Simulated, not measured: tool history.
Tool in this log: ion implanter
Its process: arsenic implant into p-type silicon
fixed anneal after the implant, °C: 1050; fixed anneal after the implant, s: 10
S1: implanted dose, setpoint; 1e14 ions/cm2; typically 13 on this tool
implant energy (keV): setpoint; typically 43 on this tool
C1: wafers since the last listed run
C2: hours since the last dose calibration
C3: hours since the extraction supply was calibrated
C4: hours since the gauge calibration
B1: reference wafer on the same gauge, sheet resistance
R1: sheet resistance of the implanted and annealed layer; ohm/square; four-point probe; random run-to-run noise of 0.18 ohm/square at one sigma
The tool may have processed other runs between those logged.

{"run": 1, "hour": 0.0, "S1": 13, "implant energy (keV)": 43, "C1": 0, "C2": 1032, "C3": 5641.7, "C4": 59.4, "B1": 97.41, "R1": 91.37}
{"run": 2, "hour": 16.5, "S1": 13, "implant energy (keV)": 43, "C1": 346, "C2": 1048.5, "C3": 5658.2, "C4": 75.9, "B1": 97.54, "R1": 91.01}
{"run": 3, "hour": 36.3, "S1": 13, "implant energy (keV)": 43, "C1": 415, "C2": 1068.3, "C3": 5678, "C4": 95.7, "B1": 97.53, "R1": 91.08}
{"run": 4, "hour": 51.9, "S1": 15.29, "implant energy (keV)": 38, "C1": 327, "C2": 1083.9, "C3": 5693.6, "C4": 111.3, "B1": 97.51, "R1": 86.28}
{"run": 5, "hour": 68.0, "S1": 15.29, "implant energy (keV)": 38, "C1": 338, "C2": 1100, "C3": 5709.7, "C4": 127.4, "B1": 97.52, "R1": 86.27}
{"run": 6, "hour": 98.6, "S1": 15.29, "implant energy (keV)": 38, "C1": 642, "C2": 1130.6, "C3": 5740.3, "C4": 158, "B1": 97.53, "R1": 86.56}
{"run": 7, "hour": 118.0, "S1": 13, "implant energy (keV)": 43, "C1": 407, "C2": 1150, "C3": 5759.7, "C4": 177.4, "B1": 97.5, "R1": 91.15}
{"run": 8, "hour": 153.0, "S1": 13, "implant energy (keV)": 43, "C1": 735, "C2": 1185, "C3": 5794.7, "C4": 212.4, "B1": 97.47, "R1": 91.27}
{"run": 9, "hour": 182.1, "S1": 13, "implant energy (keV)": 43, "C1": 611, "C2": 1214.1, "C3": 5823.8, "C4": 241.5, "B1": 97.53, "R1": 90.7}
{"run": 10, "hour": 209.1, "S1": 13, "implant energy (keV)": 43, "C1": 567, "C2": 1241.1, "C3": 5850.8, "C4": 268.5, "B1": 97.56, "R1": 91.23}
{"hour": 213.8, "done": "gauge calibrated"}
{"run": 11, "hour": 244.5, "S1": 14.54, "implant energy (keV)": 50.5, "C1": 743, "C2": 1276.5, "C3": 5886.2, "C4": 30.7, "B1": 97.52, "R1": 82.22}
{"hour": 253.0, "done": "extraction supply calibrated"}
{"run": 12, "hour": 264.6, "S1": 13, "implant energy (keV)": 43, "C1": 254, "C2": 1296.6, "C3": 11.6, "C4": 50.8, "B1": 97.52, "R1": 91.19}
{"run": 13, "hour": 279.6, "S1": 9.69, "implant energy (keV)": 43, "C1": 315, "C2": 1311.6, "C3": 26.6, "C4": 65.8, "B1": 97.52, "R1": 109.65}
{"run": 14, "hour": 294.1, "S1": 9.65, "implant energy (keV)": 30, "C1": 304, "C2": 1326.1, "C3": 41.1, "C4": 80.3, "B1": 97.54, "R1": 117.68}
{"hour": 324.8, "done": "Faraday cup replaced and dose calibrated"}
{"run": 15, "hour": 325.3, "S1": 13, "implant energy (keV)": 43, "C1": 487, "C2": 0.5, "C3": 72.3, "C4": 111.5, "B1": 97.51, "R1": 94.3}
{"run": 16, "hour": 333.7, "S1": 11.14, "implant energy (keV)": 34, "C1": 176, "C2": 8.9, "C3": 80.7, "C4": 119.9, "B1": 97.53, "R1": 108.35}
{"run": 17, "hour": 352.3, "S1": 11.8, "implant energy (keV)": 53.5, "C1": 390, "C2": 27.5, "C3": 99.3, "C4": 138.5, "B1": 97.55, "R1": 95.83}
{"run": 18, "hour": 371.7, "S1": 14.19, "implant energy (keV)": 43, "C1": 407, "C2": 46.9, "C3": 118.7, "C4": 157.9, "B1": 97.54, "R1": 89.25}
{"run": 19, "hour": 396.3, "S1": 13, "implant energy (keV)": 43, "C1": 516, "C2": 71.5, "C3": 143.3, "C4": 182.5, "B1": 97.5, "R1": 94}
{"hour": 421.6, "done": "gauge calibrated"}
{"run": 20, "hour": 426.5, "S1": 14.47, "implant energy (keV)": 43, "C1": 634, "C2": 101.7, "C3": 173.5, "C4": 4.9, "B1": 97.46, "R1": 88.08}
{"run": 21, "hour": 451.5, "S1": 13, "implant energy (keV)": 43, "C1": 525, "C2": 126.7, "C3": 198.5, "C4": 29.9, "B1": 97.5, "R1": 93.6}

Here are 4 independent what-if runs from the current tool condition. What would each one return?
{"run": "A", "hour": 451.9, "S1": 13, "implant energy (keV)": 48.5, "C1": 8, "C2": 127.1, "C3": 198.9, "C4": 30.3, "B1": "?", "R1": "?"}
{"run": "B", "hour": 451.9, "S1": 9.24, "implant energy (keV)": 43, "C1": 8, "C2": 127.1, "C3": 198.9, "C4": 30.3, "B1": "?", "R1": "?"}
{"run": "C", "hour": 451.9, "S1": 11.19, "implant energy (keV)": 52.5, "C1": 8, "C2": 127.1, "C3": 198.9, "C4": 30.3, "B1": "?", "R1": "?"}
{"run": "D", "hour": 451.9, "S1": 9.33, "implant energy (keV)": 48, "C1": 8, "C2": 127.1, "C3": 198.9, "C4": 30.3, "B1": "?", "R1": "?"}

run=A B1=97.45 R1=91.01
run=B B1=97.45 R1=116.54
run=C B1=97.45 R1=98.77
run=D B1=97.45 R1=113.66
Stripped of hidden state, with their random variation kept, the same runs would have yielded:
run=A R1=91.77
run=B R1=117.63
run=C R1=99.67
run=D R1=114.74
